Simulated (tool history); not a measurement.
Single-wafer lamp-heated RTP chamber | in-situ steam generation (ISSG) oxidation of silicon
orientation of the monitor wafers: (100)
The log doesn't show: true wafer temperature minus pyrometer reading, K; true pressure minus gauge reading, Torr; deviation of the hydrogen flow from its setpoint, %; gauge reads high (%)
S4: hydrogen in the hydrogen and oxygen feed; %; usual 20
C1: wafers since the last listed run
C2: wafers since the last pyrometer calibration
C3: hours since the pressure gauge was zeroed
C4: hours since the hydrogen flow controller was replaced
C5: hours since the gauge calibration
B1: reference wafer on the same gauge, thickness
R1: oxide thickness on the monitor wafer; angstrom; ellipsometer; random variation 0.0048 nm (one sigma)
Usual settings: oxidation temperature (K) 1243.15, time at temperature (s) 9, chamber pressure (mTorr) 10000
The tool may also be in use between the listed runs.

{"run": 1, "hour": 0.0, "oxidation temperature (K)": 1243.15, "time at temperature (s)": 6, "chamber pressure (mTorr)": 10000, "S4": 20, "C1": 0, "C2": 6158, "C3": 3472.9, "C4": 5651.6, "C5": 218.8, "B1": 3.659, "R1": 27.85}
{"run": 2, "hour": 15.1, "oxidation temperature (K)": 1243.15, "time at temperature (s)": 9, "chamber pressure (mTorr)": 10000, "S4": 15, "C1": 168, "C2": 6326, "C3": 3488, "C4": 5666.7, "C5": 233.9, "B1": 3.658, "R1": 30.55}
{"run": 3, "hour": 27.4, "oxidation temperature (K)": 1243.15, "time at temperature (s)": 9, "chamber pressure (mTorr)": 10000, "S4": 15, "C1": 136, "C2": 6463, "C3": 3500.3, "C4": 5679, "C5": 246.2, "B1": 3.659, "R1": 30.49}
{"run": 4, "hour": 41.0, "oxidation temperature (K)": 1243.15, "time at temperature (s)": 9, "chamber pressure (mTorr)": 10000, "S4": 15, "C1": 151, "C2": 6614, "C3": 3513.9, "C4": 5692.6, "C5": 259.8, "B1": 3.661, "R1": 30.51}
{"run": 5, "hour": 55.5, "oxidation temperature (K)": 1243.15, "time at temperature (s)": 10, "chamber pressure (mTorr)": 10000, "S4": 20, "C1": 161, "C2": 6776, "C3": 3528.4, "C4": 5707.1, "C5": 274.3, "B1": 3.661, "R1": 33.87}
{"run": 6, "hour": 66.4, "oxidation temperature (K)": 1243.15, "time at temperature (s)": 10, "chamber pressure (mTorr)": 10000, "S4": 20, "C1": 121, "C2": 6897, "C3": 3539.3, "C4": 5718, "C5": 285.2, "B1": 3.661, "R1": 33.98}
{"run": 7, "hour": 81.4, "oxidation temperature (K)": 1243.15, "time at temperature (s)": 9, "chamber pressure (mTorr)": 9500, "S4": 20, "C1": 166, "C2": 7064, "C3": 3554.3, "C4": 5733, "C5": 300.2, "B1": 3.659, "R1": 32.94}
{"run": 8, "hour": 98.6, "oxidation temperature (K)": 1243.15, "time at temperature (s)": 9, "chamber pressure (mTorr)": 9500, "S4": 20, "C1": 191, "C2": 7255, "C3": 3571.5, "C4": 5750.2, "C5": 317.4, "B1": 3.663, "R1": 32.97}
{"hour": 103.5, "done": "gauge calibrated"}
{"run": 9, "hour": 110.4, "oxidation temperature (K)": 1249.15, "time at temperature (s)": 9, "chamber pressure (mTorr)": 10000, "S4": 20, "C1": 131, "C2": 7387, "C3": 3583.3, "C4": 5762, "C5": 6.9, "B1": 3.66, "R1": 33.16}
{"run": 10, "hour": 119.0, "oxidation temperature (K)": 1235.15, "time at temperature (s)": 9, "chamber pressure (mTorr)": 10000, "S4": 20, "C1": 95, "C2": 7483, "C3": 3591.9, "C4": 5770.6, "C5": 15.5, "B1": 3.659, "R1": 32.03}
{"hour": 130.8, "done": "pyrometer window cleaned and pyrometer calibrated"}
{"run": 11, "hour": 131.4, "oxidation temperature (K)": 1235.15, "time at temperature (s)": 9, "chamber pressure (mTorr)": 10000, "S4": 20, "C1": 48, "C2": 6, "C3": 3604.3, "C4": 5783, "C5": 27.9, "B1": 3.663, "R1": 31.62}
{"run": 12, "hour": 158.3, "oxidation temperature (K)": 1235.15, "time at temperature (s)": 9, "chamber pressure (mTorr)": 10000, "S4": 20, "C1": 299, "C2": 305, "C3": 3631.2, "C4": 5809.9, "C5": 54.8, "B1": 3.662, "R1": 31.76}
{"run": 13, "hour": 169.4, "oxidation temperature (K)": 1243.15, "time at temperature (s)": 9, "chamber pressure (mTorr)": 10000, "S4": 20, "C1": 123, "C2": 429, "C3": 3642.3, "C4": 5821, "C5": 65.9, "B1": 3.659, "R1": 32.32}
{"run": 14, "hour": 178.1, "oxidation temperature (K)": 1243.15, "time at temperature (s)": 8, "chamber pressure (mTorr)": 10200, "S4": 29, "C1": 96, "C2": 525, "C3": 3651, "C4": 5829.7, "C5": 74.6, "B1": 3.661, "R1": 33.68}
{"hour": 193.7, "done": "pressure gauge zeroed"}
{"run": 15, "hour": 194.2, "oxidation temperature (K)": 1243.15, "time at temperature (s)": 9, "chamber pressure (mTorr)": 10000, "S4": 20, "C1": 90, "C2": 616, "C3": 0.5, "C4": 5845.8, "C5": 90.7, "B1": 3.661, "R1": 32.36}
{"run": 16, "hour": 200.3, "oxidation temperature (K)": 1243.15, "time at temperature (s)": 9, "chamber pressure (mTorr)": 10000, "S4": 20, "C1": 67, "C2": 683, "C3": 6.6, "C4": 5851.9, "C5": 96.8, "B1": 3.659, "R1": 32.38}
{"run": 17, "hour": 215.0, "oxidation temperature (K)": 1243.15, "time at temperature (s)": 9, "chamber pressure (mTorr)": 10000, "S4": 20, "C1": 163, "C2": 847, "C3": 21.3, "C4": 5866.6, "C5": 111.5, "B1": 3.662, "R1": 32.34}
{"hour": 225.8, "done": "hydrogen flow controller replaced"}
{"run": 18, "hour": 227.8, "oxidation temperature (K)": 1253.15, "time at temperature (s)": 11, "chamber pressure (mTorr)": 10000, "S4": 20, "C1": 53, "C2": 900, "C3": 34.1, "C4": 2, "C5": 124.3, "B1": 3.662, "R1": 35.94}
{"run": 19, "hour": 239.8, "oxidation temperature (K)": 1227.15, "time at temperature (s)": 9, "chamber pressure (mTorr)": 10000, "S4": 20, "C1": 133, "C2": 1034, "C3": 46.1, "C4": 14, "C5": 136.3, "B1": 3.659, "R1": 31.22}

The next listed run, before its measurement:
{"run": 20, "hour": 247.9, "oxidation temperature (K)": 1243.15, "time at temperature (s)": 7, "chamber pressure (mTorr)": 10000, "S4": 20, "C1": 90, "C2": 1124, "C3": 54.2, "C4": 22.1, "C5": 144.4, "B1": "?", "R1": "?"}

B1: 3.66
R1: 29.33 angstrom
Without the tool's hidden state the same run would have given R1 29.25 angstrom.
